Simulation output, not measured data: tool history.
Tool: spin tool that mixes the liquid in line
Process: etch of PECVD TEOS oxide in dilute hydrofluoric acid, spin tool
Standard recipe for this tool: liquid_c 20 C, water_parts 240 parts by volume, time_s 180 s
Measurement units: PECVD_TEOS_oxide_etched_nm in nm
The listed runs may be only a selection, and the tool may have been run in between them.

| run | hour | liquid_c | water_parts | time_s | read-back film thickness of the PECVD TEOS oxide reference wafer, read on the same gauge (nm) | PECVD_TEOS_oxide_etched_nm |
|---|---|---|---|---|---|---|
| 1 | 0 | 20 | 240 | 180 | 120.02 | 7.04 |
| 2 | 8.4 | 20 | 240 | 180 | 120.01 | 7.1 |
| 3 | 23.1 | 20 | 185 | 180 | 119.98 | 9.6 |
| 4 | 37.9 | 20 | 185 | 180 | 120 | 9.81 |
| 5 | 46.2 | 20 | 240 | 180 | 119.99 | 6.97 |
| 6 | 56.7 | 20 | 240 | 180 | 119.99 | 7.01 |
| 7 | 64.8 | 20 | 240 | 180 | 119.98 | 7.05 |
| 8 | 70.9 | 20 | 240 | 180 | 119.97 | 6.97 |
| 9 | 111.6 | 20 | 240 | 180 | 120.01 | 7.06 |
| 10 | 124.3 | 20 | 240 | 180 | 120 | 7.08 |
|  | 132.3 | gauge calibrated |
| 11 | 137.9 | 20 | 240 | 180 | 120 | 7.04 |
| 12 | 149.2 | 20 | 240 | 180 | 120.02 | 6.99 |
| 13 | 164.1 | 20 | 240 | 180 | 120 | 6.95 |
| 14 | 170.1 | 20 | 345 | 180 | 119.95 | 4.39 |
| 15 | 178.6 | 17 | 145 | 180 | 120.01 | 11.2 |
| 16 | 187.7 | 20 | 240 | 210 | 120 | 8.08 |
| 17 | 194.4 | 20 | 240 | 180 | 120 | 7.03 |

For run 18, what comes out?
| 18 | 209.9 | 22.5 | 315 | 230 | ? | ? |

{"run 18": {"read-back film thickness of the PECVD TEOS oxide reference wafer, read on the same gauge (nm)": 120.02, "PECVD_TEOS_oxide_etched_nm": 7.05}}
If the tool had no hidden condition, the same run with the same run-to-run variation would have returned PECVD_TEOS_oxide_etched_nm 7.54 nm.
